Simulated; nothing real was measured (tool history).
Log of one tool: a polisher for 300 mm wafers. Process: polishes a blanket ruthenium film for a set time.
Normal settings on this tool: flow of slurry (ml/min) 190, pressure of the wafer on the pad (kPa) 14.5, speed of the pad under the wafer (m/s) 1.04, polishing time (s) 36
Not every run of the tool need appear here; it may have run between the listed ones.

| run | day | flow of slurry (ml/min) | pressure of the wafer on the pad (kPa) | speed of the pad under the wafer (m/s) | polishing time (s) | wafers since the last listed run | wafers polished on this pad | hours since the slurry nozzle was cleaned | hours since the head pressure was calibrated | incoming thickness of the incoming film, nm | film removed (nm) |
|---|---|---|---|---|---|---|---|---|---|---|---|
| 1 | 0 | 190 | 14.5 | 1.04 | 36 | 0 | 3693 | 370.4 | 665.4 | 372.6 | 28.4 |
|  | 3.45 | worn pad replaced by a new one |
| 2 | 3.525 | 190 | 14.5 | 1.04 | 36 | 1039 | 22 | 455 | 750 | 382.6 | 33.6 |
| 3 | 6.696 | 190 | 14.5 | 1.04 | 36 | 981 | 1004 | 531.1 | 826.1 | 377.1 | 31.1 |
| 4 | 10.679 | 190 | 14.5 | 1.04 | 36 | 1233 | 2237 | 626.7 | 921.7 | 379.6 | 29 |
| 5 | 14.208 | 190 | 14.5 | 1.04 | 36 | 1092 | 3330 | 711.4 | 1006.4 | 375.8 | 28.7 |
|  | 17.212 | worn pad replaced by a new one |
|  | 22.567 | slurry nozzle cleaned |
| 6 | 23.842 | 190 | 14.5 | 1.04 | 36 | 2918 | 2039 | 30.6 | 1237.6 | 381.6 | 28.8 |
| 7 | 28.171 | 175 | 12.4 | 1.04 | 36 | 1340 | 3380 | 134.5 | 1341.5 | 385.1 | 23.5 |
| 8 | 30.329 | 190 | 14.5 | 1.04 | 36 | 668 | 4048 | 186.3 | 1393.3 | 384.2 | 28.3 |
|  | 30.692 | worn pad replaced by a new one |
|  | 37.454 | head pressure recalibrated |
| 9 | 39.838 | 190 | 17.9 | 1.04 | 36 | 2866 | 2806 | 414.5 | 57.2 | 377.2 | 38.9 |
| 10 | 42.188 | 190 | 16.5 | 1.22 | 36 | 727 | 3534 | 470.9 | 113.6 | 378.8 | 42.2 |
|  | 44.45 | worn pad replaced by a new one |
| 11 | 46.358 | 190 | 14.5 | 1.04 | 36 | 1239 | 590 | 571 | 213.7 | 379.9 | 31.7 |
| 12 | 50.221 | 175 | 12.4 | 1.04 | 36 | 1195 | 1786 | 663.7 | 306.4 | 380 | 26.4 |
| 13 | 52.021 | 140 | 14.5 | 0.88 | 36 | 557 | 2343 | 706.9 | 349.6 | 376.7 | 24.3 |
| 14 | 56.217 | 190 | 10.3 | 1.04 | 33 | 1299 | 3643 | 807.6 | 450.3 | 382 | 19.4 |
|  | 58.204 | worn pad replaced by a new one |
| 15 | 60.467 | 190 | 14.5 | 1.04 | 36 | 1264 | 699 | 909.6 | 552.3 | 376.4 | 31.2 |
|  | 62.454 | slurry nozzle cleaned |
| 16 | 64.846 | 230 | 18.6 | 1.04 | 23 | 1343 | 2042 | 57.4 | 657.4 | 376.5 | 25.2 |
| 17 | 67.9 | 190 | 18.6 | 0.86 | 36 | 945 | 2988 | 130.7 | 730.7 | 371.9 | 31.7 |

4 options for the next run, each taken on its own from the tool as it stands now. Forecast them:
| A | 67.917 | 235 | 14.5 | 1.04 | 36 | 5 | 2993 | 131.1 | 731.1 | 384.5 | ? |
| B | 67.917 | 190 | 14.5 | 0.86 | 36 | 5 | 2993 | 131.1 | 731.1 | 384.5 | ? |
| C | 67.917 | 190 | 11 | 0.9 | 49 | 5 | 2993 | 131.1 | 731.1 | 384.5 | ? |
| D | 67.917 | 215 | 14.5 | 1.04 | 36 | 5 | 2993 | 131.1 | 731.1 | 384.5 | ? |

| run | film removed (nm) |
|---|---|
| A | 30.3 |
| B | 24.4 |
| C | 26.4 |
| D | 30 |
With no hidden state in the tool, these same runs would have given:
| run | film removed (nm) |
|---|---|
| A | 37.7 |
| B | 30.3 |
| C | 32.9 |
| D | 37.3 |

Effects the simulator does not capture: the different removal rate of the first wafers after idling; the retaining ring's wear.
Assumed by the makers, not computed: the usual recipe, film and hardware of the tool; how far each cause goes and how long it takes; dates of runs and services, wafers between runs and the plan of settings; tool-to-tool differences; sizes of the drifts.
